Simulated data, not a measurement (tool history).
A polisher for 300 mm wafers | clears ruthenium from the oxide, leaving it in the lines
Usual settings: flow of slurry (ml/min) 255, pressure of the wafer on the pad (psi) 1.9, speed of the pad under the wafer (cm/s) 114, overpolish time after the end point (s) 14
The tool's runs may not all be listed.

run	day	flow of slurry (ml/min)	pressure of the wafer on the pad (psi)	speed of the pad under the wafer (cm/s)	overpolish time after the end point (s)	incoming thickness of the incoming film, nm	time until the end point was called (s)
1	0.000	255	2.2	114	14	155.7	98.3
# day 1.017: worn pad replaced by a new one
2	1.038	310	2.2	114	14	154.3	100.4
3	1.921	255	1.9	96	14	156.9	140.9
4	2.667	255	1.9	96	14	153.7	139.1
5	4.367	255	2.4	114	14	154.9	98.9
# day 4.929: worn pad replaced by a new one
6	5.217	255	2.4	114	14	156.1	98.1
7	6.258	255	2.4	114	14	155.7	98.7
8	7.471	255	1.9	114	14	154.0	115.3
# day 7.529: slurry nozzle cleaned
9	8.367	255	1.9	114	14	157.1	119.1
# day 9.008: worn pad replaced by a new one
10	9.558	255	1.9	114	18	156.8	120.8
11	10.125	285	1.9	114	14	154.7	118.7
12	10.838	255	1.9	114	14	155.1	122.6
13	11.817	200	1.9	114	12	155.1	122.3
# day 12.946: head pressure recalibrated
14	12.967	285	1.9	114	14	152.2	107.6
# day 13.550: worn pad replaced by a new one
15	14.271	255	1.9	114	14	154.3	109.7
16	15.625	295	2.1	114	11	155.1	98.1
17	16.421	290	2.4	146	16	154.4	71.0
# day 17.875: worn pad replaced by a new one
18	17.904	305	2.3	90	14	156.6	120.7
19	18.796	255	1.9	80	14	153.5	160.5
20	19.792	320	2.3	114	14	155.0	98.1
21	20.867	255	2.2	148	14	157.9	80.4
22	21.521	255	1.9	114	14	156.3	119.5
# day 22.067: worn pad replaced by a new one
23	22.588	255	1.9	96	14	152.9	138.3

Hidden state or all else? Some run-to-run changes of time until the end point was called (s), split into what the settings, what came in and random variation would give without the hidden state, and what is left for the hidden state (with any gauge scatter that isn't in both results):
The hidden state here: removal rate lost through wear of the pad, %; slurry flow missing at the pad, %; deviation of the head's pressure from its setpoint, %.
Run 13 -> 14: flow of slurry (ml/min) 200 -> 285, overpolish time after the end point (s) 12 -> 14, head pressure recalibrated. time until the end point was called (s) -14.7: hidden state -13.3, all else -1.4.
Run 17 -> 18: flow of slurry (ml/min) 290 -> 305, pressure of the wafer on the pad (psi) 2.4 -> 2.3, speed of the pad under the wafer (cm/s) 146 -> 90, overpolish time after the end point (s) 16 -> 14, worn pad replaced by a new one. time until the end point was called (s) +49.7: hidden state +1.8, all else +47.9.
Run 19 -> 20: flow of slurry (ml/min) 255 -> 320, pressure of the wafer on the pad (psi) 1.9 -> 2.3, speed of the pad under the wafer (cm/s) 80 -> 114. time until the end point was called (s) -62.4: hidden state -1.2, all else -61.2.
Run 21 -> 22: pressure of the wafer on the pad (psi) 2.2 -> 1.9, speed of the pad under the wafer (cm/s) 148 -> 114. time until the end point was called (s) +39.1: hidden state +2.3, all else +36.8.
